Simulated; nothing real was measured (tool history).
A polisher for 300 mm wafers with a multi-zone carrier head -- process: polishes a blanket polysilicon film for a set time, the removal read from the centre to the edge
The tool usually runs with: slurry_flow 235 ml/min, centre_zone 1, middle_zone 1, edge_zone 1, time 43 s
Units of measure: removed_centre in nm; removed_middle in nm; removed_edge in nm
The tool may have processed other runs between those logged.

run	hour	slurry_flow	centre_zone	middle_zone	edge_zone	time	incoming thickness of the incoming film, nm	removed_centre	removed_middle	removed_edge
1	0	235	1	1	1	43	2240.4	319.2	309.7	318.9
# hour 13.8: centre zone pressure recalibrated
2	15.5	235	1	1	1	43	2235.4	306.7	301.5	312.2
3	22.2	235	1	1	1	43	2211.7	310.9	304.5	314.7
# hour 27.5: edge zone pressure recalibrated
4	34.8	235	1	0.91	1	43	2216.7	312.1	275.8	304.8
# hour 44.4: carrier head's membrane replaced by a new one
5	44.9	235	1	1.04	1	43	2229.9	309.8	306.8	307.3
# hour 60.6: worn pad replaced by a new one
6	61.1	185	1	1.1	0.88	58	2228.9	451.3	480.8	421.2
7	67.9	235	1.03	1	1	43	2210.3	347.4	324.2	327.9
8	85.6	235	1	1	0.94	36	2262	270.5	261.4	258.4
9	94.7	190	0.93	1.11	1	51	2237.9	354.2	395.2	362.6
10	102.9	210	1	1	1	43	2275.9	311.3	301.3	305.5
11	115.9	235	1	1	1	43	2213.3	314.3	301.1	307.8
12	123	235	1.04	1	1.05	43	2226.9	320.4	294.6	315.3
13	133	290	1	0.9	1	43	2275.5	318.4	273.9	307.9
# hour 145.9: worn pad replaced by a new one
14	146.4	235	1	1	1	43	2214.3	352	338.7	342.9
# hour 152.3: slurry nozzle cleaned
15	155	260	1	1	1.11	43	2215.8	347.3	330.5	357
16	205.2	235	1	1.04	1	43	2240.2	318.3	313.4	310.8
17	217.3	235	1	1	1	55	2244.2	408.3	382.8	390.3
# hour 229.7: worn pad replaced by a new one
18	232.8	195	0.9	0.91	1	43	2240.6	323.2	308.1	340.4
19	248.6	235	1	1	1	43	2250	341.4	318.1	328.9
20	263.1	295	1.03	1	1.04	43	2209.5	330	319.7	337.5
21	274.4	235	1	1	1	43	2255.7	319.9	309.7	310.6

Here are 5 independent what-if runs from the current tool condition. What would each one return?
A	274.8	235	1	1	1	43	2270.6	?	?	?
B	274.8	235	1	1	0.93	58	2270.6	?	?	?
C	274.8	235	1.1	1	1.07	43	2270.6	?	?	?
D	274.8	235	1	1.1	1	37	2270.6	?	?	?
E	274.8	165	0.9	1	0.9	47	2270.6	?	?	?

run	removed_centre	removed_middle	removed_edge
A	315.9	306.2	315.2
B	426	413	410.8
C	339.2	306	325.9
D	272	285.7	270.9
E	305.8	321.8	318.4
Take away the tool's hidden state, keep each run's random variation, and the runs would have read:
run	removed_centre	removed_middle	removed_edge
A	353	342.2	352.3
B	476.2	461.6	459.1
C	379.1	342	364.2
D	304	319.3	302.8
E	341.8	359.7	355.9

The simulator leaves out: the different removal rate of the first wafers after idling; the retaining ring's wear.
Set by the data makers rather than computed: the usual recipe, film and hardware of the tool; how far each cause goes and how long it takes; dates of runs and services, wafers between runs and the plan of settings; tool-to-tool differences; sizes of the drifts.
